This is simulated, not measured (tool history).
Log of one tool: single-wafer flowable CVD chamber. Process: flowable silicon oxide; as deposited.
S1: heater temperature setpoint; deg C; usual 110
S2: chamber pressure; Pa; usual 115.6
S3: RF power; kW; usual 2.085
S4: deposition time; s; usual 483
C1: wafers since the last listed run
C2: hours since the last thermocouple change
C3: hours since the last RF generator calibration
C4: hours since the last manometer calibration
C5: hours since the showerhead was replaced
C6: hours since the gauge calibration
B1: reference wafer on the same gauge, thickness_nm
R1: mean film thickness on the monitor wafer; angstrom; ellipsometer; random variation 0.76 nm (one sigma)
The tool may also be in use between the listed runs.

run	hour	S1	S2	S3	S4	C1	C2	C3	C4	C5	C6	B1	R1
1	0	110	115.6	2.23	522	0	1068	1137.2	707.3	3590.9	170.6	233.108	2439.78
2	21.3	117	115.6	2.085	519	101	1089.3	1158.5	728.6	3612.2	191.9	233.191	1925.13
3	52.9	117	115.6	2.085	519	150	1120.9	1190.1	760.2	3643.8	223.5	232.974	1910.88
4	81.2	117	115.6	2.085	519	135	1149.2	1218.4	788.5	3672.1	251.8	233.021	1923.79
5	107.6	110	115.6	2.085	483	126	1175.6	1244.8	814.9	3698.5	278.2	232.856	2241.42
6	139.4	110	115.6	2.085	483	151	1207.4	1276.6	846.7	3730.3	310	232.939	2245.98
7	157	110	115.6	2.085	483	84	1225	1294.2	864.3	3747.9	327.6	233.039	2240.83
8	191.7	110	115.6	2.085	483	165	1259.7	1328.9	899	3782.6	362.3	232.856	2251.14
9	220.6	110	115.6	2.085	483	137	1288.6	1357.8	927.9	3811.5	391.2	233.01	2227.81
# hour 248: gauge calibrated
# hour 250.1: capacitance manometer re-zeroed and calibrated
# hour 267.8: thermocouple changed; heater temperature recalibrated
10	299.8	110	133.2	2.325	483	301	32	1437	49.7	3890.7	51.8	233.276	2707.68
11	313.3	110	133.2	2.325	483	64	45.5	1450.5	63.2	3904.2	65.3	233.124	2680.75
12	341.3	102	115.6	2.085	483	133	73.5	1478.5	91.2	3932.2	93.3	233.026	3027.26
13	360.3	110	115.6	2.085	483	90	92.5	1497.5	110.2	3951.2	112.3	232.902	2303.46
# hour 378.8: showerhead replaced
14	382.5	116	130	2.36	553	67	114.7	1519.7	132.4	3.7	134.5	232.815	2449.87
15	409.7	110	115.6	2.085	508	129	141.9	1546.9	159.6	30.9	161.7	232.975	2415.37
16	422.8	117	115.6	2.245	572	62	155	1560	172.7	44	174.8	233.206	2178.68
17	436.7	115	115.6	2.375	483	66	168.9	1573.9	186.6	57.9	188.7	232.901	1964.71
# hour 464.8: RF generator calibrated
18	465.3	110	115.6	2.085	483	98	197.5	0.5	215.2	86.5	217.3	232.759	2286.23
19	489.4	110	115.6	2.215	483	115	221.6	24.6	239.3	110.6	241.4	233.107	2307.74
20	507.6	110	140	2.085	483	86	239.8	42.8	257.5	128.8	259.6	232.851	2743.82
21	522.5	110	115.6	2.085	483	71	254.7	57.7	272.4	143.7	274.5	232.86	2277.02
22	544.7	110	96.8	2.085	483	106	276.9	79.9	294.6	165.9	296.7	233.129	1913.55
23	558.1	104	95.7	2.47	483	63	290.3	93.3	308	179.3	310.1	233.119	2358.23
# hour 637.2: gauge calibrated
24	665.2	103	88.5	2.485	390	511	397.4	200.4	415.1	286.4	28	233.055	1804.79
25	693.6	110	91.6	1.965	483	135	425.8	228.8	443.5	314.8	56.4	232.855	1765.44
26	718.7	96	89.9	2.29	395	119	450.9	253.9	468.6	339.9	81.5	233.147	2347.46

3 ways to go on from here, each from the tool as it stands after run 26. What would each give?
A	719.2	110	115.6	2.085	483	2	451.4	254.4	469.1	340.4	82	?	?
B	719.2	121	139.6	2.44	425	2	451.4	254.4	469.1	340.4	82	?	?
C	719.2	114	95.5	2.29	566	2	451.4	254.4	469.1	340.4	82	?	?

run	B1	R1
A	233.155	2268.84
B	233.155	1725.25
C	233.155	1942.54
Without the tool's hidden state the same runs would have given:
run	R1
A	2331.8
B	1770.81
C	1998.09
